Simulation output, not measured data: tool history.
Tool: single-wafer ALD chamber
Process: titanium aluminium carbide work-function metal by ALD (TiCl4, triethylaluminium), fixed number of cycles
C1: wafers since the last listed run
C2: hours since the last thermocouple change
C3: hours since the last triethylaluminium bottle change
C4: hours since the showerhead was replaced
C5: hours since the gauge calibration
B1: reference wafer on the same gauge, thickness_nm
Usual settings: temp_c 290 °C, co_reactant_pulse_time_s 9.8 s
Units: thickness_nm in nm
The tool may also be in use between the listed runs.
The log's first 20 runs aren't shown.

Run 21, day 41.029: usual settings but temp_c 278 °C; C1 469; C2 2122; C3 1877.4; C4 3237; C5 967.5; B1 2.04. Result: thickness_nm 1.891 nm.
Run 22, day 42.054: usual settings; C1 202; C2 2146.6; C3 1902; C4 3261.6; C5 992.1; B1 2.039. Result: thickness_nm 2.011 nm.
At day 43.746: thermocouple changed; heater temperature recalibrated.
At day 49.538: triethylaluminium bottle replaced.
Run 23, day 49.558: usual settings but temp_c 294 °C, co_reactant_pulse_time_s 11.65 s; C1 1348; C2 139.5; C3 0.5; C4 3441.7; C5 1172.2; B1 2.038. Result: thickness_nm 2.054 nm.
Run 24, day 51.596: usual settings but co_reactant_pulse_time_s 6.56 s; C1 401; C2 188.4; C3 49.4; C4 3490.6; C5 1221.1; B1 2.035. Result: thickness_nm 1.894 nm.
Run 25, day 53.758: usual settings but temp_c 301 °C, co_reactant_pulse_time_s 11.85 s; C1 426; C2 240.3; C3 101.3; C4 3542.5; C5 1273; B1 2.034. Result: thickness_nm 2.135 nm.
At day 54.433: gauge calibrated.
Run 26, day 55.292: usual settings but temp_c 282 °C, co_reactant_pulse_time_s 6.87 s; C1 302; C2 277.1; C3 138.1; C4 3579.3; C5 20.6; B1 2.087. Result: thickness_nm 1.886 nm.
At day 57.104: showerhead replaced.
Run 27, day 57.179: usual settings but temp_c 294 °C, co_reactant_pulse_time_s 6.28 s; C1 306; C2 322.4; C3 183.4; C4 1.8; C5 65.9; B1 2.085. Result: thickness_nm 1.982 nm.
Run 28, day 59.5: usual settings but temp_c 294 °C, co_reactant_pulse_time_s 11.65 s; C1 457; C2 378.1; C3 239.1; C4 57.5; C5 121.6; B1 2.077. Result: thickness_nm 2.105 nm.
Run 29, day 62: usual settings; C1 492; C2 438.1; C3 299.1; C4 117.5; C5 181.6; B1 2.073. Result: thickness_nm 2.021 nm.
Run 30, day 63.392: usual settings but temp_c 295 °C, co_reactant_pulse_time_s 11.49 s; C1 274; C2 471.5; C3 332.5; C4 150.9; C5 215; B1 2.068. Result: thickness_nm 2.092 nm.
Run 31, day 66.338: usual settings but temp_c 300 °C, co_reactant_pulse_time_s 7.35 s; C1 580; C2 542.2; C3 403.2; C4 221.6; C5 285.7; B1 2.065. Result: thickness_nm 2.073 nm.
Run 32, day 75.088: usual settings but temp_c 277 °C; C1 1725; C2 752.2; C3 613.2; C4 431.6; C5 495.7; B1 2.051. Result: thickness_nm 1.864 nm.
Run 33, day 76.292: usual settings but temp_c 297 °C, co_reactant_pulse_time_s 13.04 s; C1 237; C2 781.1; C3 642.1; C4 460.5; C5 524.6; B1 2.052. Result: thickness_nm 2.122 nm.
Run 34, day 77.392: usual settings but temp_c 299 °C, co_reactant_pulse_time_s 8.8 s; C1 216; C2 807.5; C3 668.5; C4 486.9; C5 551; B1 2.053. Result: thickness_nm 2.07 nm.

Forecast each of these 3 alternatives for the next run:
Run A, day 77.408: usual settings; C1 3; C2 807.9; C3 668.9; C4 487.3; C5 551.4; B1 ?. Result: thickness_nm ?.
Run B, day 77.408: usual settings but temp_c 281 °C, co_reactant_pulse_time_s 12.9 s; C1 3; C2 807.9; C3 668.9; C4 487.3; C5 551.4; B1 ?. Result: thickness_nm ?.
Run C, day 77.408: usual settings but temp_c 284 °C; C1 3; C2 807.9; C3 668.9; C4 487.3; C5 551.4; B1 ?. Result: thickness_nm ?.

run     B1  thickness_nm
  A  2.051          2.01
  B  2.051         1.956
  C  2.051         1.948
Without the tool's hidden state the same runs would have given:
run  thickness_nm
  A         2.047
  B         1.992
  C         1.985
